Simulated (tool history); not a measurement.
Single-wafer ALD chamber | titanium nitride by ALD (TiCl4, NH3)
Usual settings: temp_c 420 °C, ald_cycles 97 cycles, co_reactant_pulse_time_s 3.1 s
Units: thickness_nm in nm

| run | day | temp_c | ald_cycles | co_reactant_pulse_time_s | read-back reference wafer on the same gauge, thickness_nm | thickness_nm |
|---|---|---|---|---|---|---|
| 1 | 0 | 420 | 102 | 3.1 | 2.69 | 2.472 |
| 2 | 3.575 | 420 | 97 | 3.1 | 2.691 | 2.354 |
| 3 | 5.896 | 420 | 97 | 3.1 | 2.69 | 2.356 |
| 4 | 9.808 | 420 | 97 | 3.1 | 2.688 | 2.35 |
| 5 | 16.012 | 420 | 97 | 3.1 | 2.689 | 2.349 |
| 6 | 19.338 | 415 | 97 | 2.29 | 2.688 | 2.326 |
| 7 | 21.929 | 420 | 104 | 3.1 | 2.689 | 2.518 |
| 8 | 24.646 | 420 | 97 | 3.1 | 2.69 | 2.353 |
| 9 | 26.971 | 420 | 97 | 1.87 | 2.692 | 2.308 |
| 10 | 31.075 | 425 | 112 | 3.1 | 2.691 | 2.718 |
|  | 33.417 | showerhead replaced |
|  | 34.846 | thermocouple changed; heater temperature recalibrated |
| 11 | 38.25 | 428 | 92 | 2.72 | 2.689 | 2.227 |
|  | 39.475 | gauge calibrated |
| 12 | 41.062 | 420 | 106 | 4.11 | 2.69 | 2.588 |
| 13 | 44.958 | 420 | 97 | 3.1 | 2.688 | 2.363 |
| 14 | 46.488 | 420 | 97 | 3.1 | 2.69 | 2.356 |
| 15 | 49.712 | 420 | 97 | 1.92 | 2.69 | 2.312 |
| 16 | 52.025 | 411 | 102 | 2.41 | 2.69 | 2.44 |
| 17 | 54.454 | 433 | 97 | 3.46 | 2.69 | 2.359 |

4 ways to go on from here, each from the tool as it stands after run 17. What would each give?
| A | 54.479 | 420 | 97 | 2.27 | ? | ? |
| B | 54.479 | 420 | 97 | 3.85 | ? | ? |
| C | 54.479 | 411 | 88 | 3.6 | ? | ? |
| D | 54.479 | 420 | 97 | 4.08 | ? | ? |

| run | read-back reference wafer on the same gauge, thickness_nm | thickness_nm |
|---|---|---|
| A | 2.692 | 2.335 |
| B | 2.692 | 2.373 |
| C | 2.692 | 2.147 |
| D | 2.692 | 2.376 |
Without the tool's hidden state the same runs would have given:
| run | thickness_nm |
|---|---|
| A | 2.335 |
| B | 2.373 |
| C | 2.147 |
| D | 2.376 |
